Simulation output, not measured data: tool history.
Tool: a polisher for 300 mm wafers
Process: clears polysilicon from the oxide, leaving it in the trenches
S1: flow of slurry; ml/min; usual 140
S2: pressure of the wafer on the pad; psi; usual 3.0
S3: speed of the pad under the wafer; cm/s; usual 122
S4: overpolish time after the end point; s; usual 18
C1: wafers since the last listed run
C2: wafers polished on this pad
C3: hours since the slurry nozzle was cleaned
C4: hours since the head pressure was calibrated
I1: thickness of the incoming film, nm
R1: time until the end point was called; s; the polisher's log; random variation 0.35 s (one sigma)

| run | hour | S1 | S2 | S3 | S4 | C1 | C2 | C3 | C4 | I1 | R1 |
|---|---|---|---|---|---|---|---|---|---|---|---|
| 1 | 0.0 | 140 | 3.0 | 122 | 18 | 0 | 63 | 388.6 | 48.5 | 367.5 | 21.4 |
| 2 | 83.4 | 140 | 3.0 | 122 | 18 | 977 | 1040 | 472.0 | 131.9 | 371.5 | 22.6 |
| 3 | 126.5 | 140 | 3.0 | 122 | 18 | 505 | 1546 | 515.1 | 175.0 | 371.1 | 22.4 |
|  | 179.1 | slurry nozzle cleaned |
| 4 | 193.7 | 140 | 3.0 | 122 | 15 | 775 | 2322 | 14.6 | 242.2 | 364.9 | 22.9 |
| 5 | 247.4 | 140 | 3.0 | 122 | 15 | 629 | 2951 | 68.3 | 295.9 | 372.2 | 23.3 |
| 6 | 355.2 | 140 | 3.0 | 122 | 15 | 1263 | 4215 | 176.1 | 403.7 | 371.7 | 23.5 |
|  | 386.5 | worn pad replaced by a new one |
| 7 | 459.5 | 140 | 3.0 | 148 | 18 | 1175 | 855 | 280.4 | 508.0 | 364.1 | 17.8 |
| 8 | 554.2 | 140 | 3.0 | 148 | 18 | 1110 | 1965 | 375.1 | 602.7 | 370.1 | 18.6 |
| 9 | 601.6 | 140 | 3.0 | 122 | 18 | 555 | 2521 | 422.5 | 650.1 | 371.4 | 22.9 |
| 10 | 649.9 | 140 | 3.0 | 122 | 18 | 566 | 3087 | 470.8 | 698.4 | 369.3 | 23.0 |
|  | 699.3 | slurry nozzle cleaned |
| 11 | 745.0 | 140 | 3.0 | 122 | 18 | 1102 | 4190 | 45.7 | 793.5 | 372.2 | 23.5 |
|  | 771.4 | worn pad replaced by a new one |
| 12 | 837.3 | 140 | 3.0 | 122 | 18 | 1034 | 772 | 138.0 | 885.8 | 365.7 | 21.2 |
| 13 | 891.3 | 140 | 3.0 | 122 | 18 | 632 | 1405 | 192.0 | 939.8 | 366.7 | 21.7 |
| 14 | 955.4 | 140 | 3.0 | 122 | 18 | 751 | 2156 | 256.1 | 1003.9 | 371.7 | 22.5 |
| 15 | 1008.4 | 125 | 4.0 | 92 | 11 | 621 | 2777 | 309.1 | 1056.9 | 364.1 | 23.8 |
| 16 | 1074.8 | 120 | 2.7 | 102 | 28 | 778 | 3556 | 375.5 | 1123.3 | 373.5 | 31.8 |
|  | 1140.3 | slurry nozzle cleaned |
| 17 | 1164.9 | 165 | 3.3 | 122 | 23 | 1044 | 4600 | 24.6 | 1213.4 | 370.1 | 22.1 |
|  | 1169.0 | worn pad replaced by a new one |
| 18 | 1202.8 | 155 | 2.3 | 156 | 25 | 397 | 395 | 62.5 | 1251.3 | 372.8 | 21.5 |
| 19 | 1243.8 | 185 | 2.7 | 84 | 18 | 480 | 876 | 103.5 | 1292.3 | 368.0 | 33.6 |
| 20 | 1290.5 | 160 | 2.3 | 122 | 18 | 547 | 1423 | 150.2 | 1339.0 | 374.8 | 27.2 |
| 21 | 1397.7 | 155 | 3.0 | 158 | 23 | 1256 | 2680 | 257.4 | 1446.2 | 368.2 | 17.5 |
|  | 1523.7 | worn pad replaced by a new one |
|  | 1578.3 | head pressure recalibrated |
|  | 1588.9 | slurry nozzle cleaned |
| 22 | 1598.1 | 140 | 3.0 | 122 | 18 | 2266 | 836 | 9.2 | 19.8 | 369.1 | 21.7 |
| 23 | 1688.6 | 140 | 3.0 | 100 | 9 | 1060 | 1897 | 99.7 | 110.3 | 367.9 | 26.6 |
| 24 | 1778.6 | 120 | 3.8 | 122 | 25 | 1054 | 2952 | 189.7 | 200.3 | 374.7 | 19.8 |
| 25 | 1838.5 | 155 | 2.3 | 156 | 25 | 702 | 3654 | 249.6 | 260.2 | 366.5 | 21.5 |
| 26 | 1909.5 | 140 | 3.0 | 122 | 18 | 832 | 4486 | 320.6 | 331.2 | 364.8 | 24.3 |
|  | 1947.6 | worn pad replaced by a new one |
| 27 | 1950.1 | 140 | 3.0 | 156 | 18 | 428 | 29 | 361.2 | 371.8 | 370.2 | 17.3 |
| 28 | 2043.3 | 100 | 2.2 | 122 | 12 | 1092 | 1122 | 454.4 | 465.0 | 373.5 | 30.6 |

Measured less the same run without the tool's hidden state. The same run-to-run variation is in both; the gauge's scatter may not be:
The hidden state here: removal rate lost through wear of the pad, %; slurry flow missing at the pad, %; deviation of the head's pressure from its setpoint, %.
| run | R1 |
|---|---|
| 1 | +0.2 |
| 2 | +0.3 |
| 3 | +0.6 |
| 4 | +0.9 |
| 5 | +1.3 |
| 6 | +2.4 |
| 7 | +0.1 |
| 8 | +0.4 |
| 9 | +0.8 |
| 10 | +1.2 |
| 11 | +2.3 |
| 12 | +0.3 |
| 13 | +0.4 |
| 14 | +0.7 |
| 15 | +1.2 |
| 16 | +2.4 |
| 17 | +2.7 |
| 18 | +0.7 |
| 19 | +1.2 |
| 20 | +1.2 |
| 21 | +1.3 |
| 22 | +0.3 |
| 23 | +0.8 |
| 24 | +1.2 |
| 25 | +1.8 |
| 26 | +2.8 |
| 27 | +0.0 |
| 28 | +0.2 |
